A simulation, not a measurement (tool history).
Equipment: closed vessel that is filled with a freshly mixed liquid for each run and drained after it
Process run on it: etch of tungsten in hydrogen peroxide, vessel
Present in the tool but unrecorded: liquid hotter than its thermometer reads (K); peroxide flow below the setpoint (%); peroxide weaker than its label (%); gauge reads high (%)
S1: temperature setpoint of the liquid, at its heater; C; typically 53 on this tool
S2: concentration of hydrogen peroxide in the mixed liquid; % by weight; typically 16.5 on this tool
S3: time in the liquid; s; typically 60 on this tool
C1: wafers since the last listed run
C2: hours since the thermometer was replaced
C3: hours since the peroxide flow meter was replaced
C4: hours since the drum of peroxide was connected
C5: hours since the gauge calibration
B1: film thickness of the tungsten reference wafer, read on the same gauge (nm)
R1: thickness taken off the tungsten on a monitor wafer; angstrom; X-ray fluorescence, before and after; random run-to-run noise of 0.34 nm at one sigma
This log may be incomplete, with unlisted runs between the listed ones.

run 1 day=0 | S1=53 S2=16.5 S3=60 | C1=0 C2=1066.6 C3=2019.2 C4=623.1 C5=20.6 | B1=60.02 | R1=1854.2
run 2 day=0.362 | S1=53 S2=16.5 S3=60 | C1=788 C2=1075.3 C3=2027.9 C4=631.8 C5=29.3 | B1=60 | R1=1850.7
run 3 day=0.821 | S1=53 S2=16.5 S3=60 | C1=997 C2=1086.3 C3=2038.9 C4=642.8 C5=40.3 | B1=59.98 | R1=1857.9
run 4 day=1.254 | S1=53 S2=16.5 S3=60 | C1=942 C2=1096.7 C3=2049.3 C4=653.2 C5=50.7 | B1=60 | R1=1863.8
run 5 day=1.775 | S1=53 S2=16.5 S3=60 | C1=1133 C2=1109.2 C3=2061.8 C4=665.7 C5=63.2 | B1=60.01 | R1=1859
run 6 day=2.279 | S1=53 S2=16.5 S3=60 | C1=1096 C2=1121.3 C3=2073.9 C4=677.8 C5=75.3 | B1=60 | R1=1852.9
-- day=2.542 new drum of peroxide connected
run 7 day=2.562 | S1=53 S2=16.5 S3=60 | C1=525 C2=1128.1 C3=2080.7 C4=0.5 C5=82.1 | B1=59.99 | R1=1922.6
run 8 day=3.038 | S1=61 S2=15 S3=40 | C1=1033 C2=1139.5 C3=2092.1 C4=11.9 C5=93.5 | B1=59.99 | R1=1936
run 9 day=3.588 | S1=49.5 S2=16.5 S3=70 | C1=1196 C2=1152.7 C3=2105.3 C4=25.1 C5=106.7 | B1=60 | R1=1812.5
-- day=3.692 thermometer replaced
run 10 day=3.929 | S1=53 S2=16.5 S3=60 | C1=652 C2=5.7 C3=2113.5 C4=33.3 C5=114.9 | B1=60.02 | R1=1687.5

Estimate the outcome of run 11 from the log above:
run 11 day=4.633 | S1=44.5 S2=15 S3=50 | C1=1531 C2=22.6 C3=2130.4 C4=50.2 C5=131.8 | B1=? | R1=?

Run 11 yielded B1 59.98, R1 797.6 angstrom.
On a tool with no hidden condition, and with the same random variation, this run would have come out at R1 801.2 angstrom.
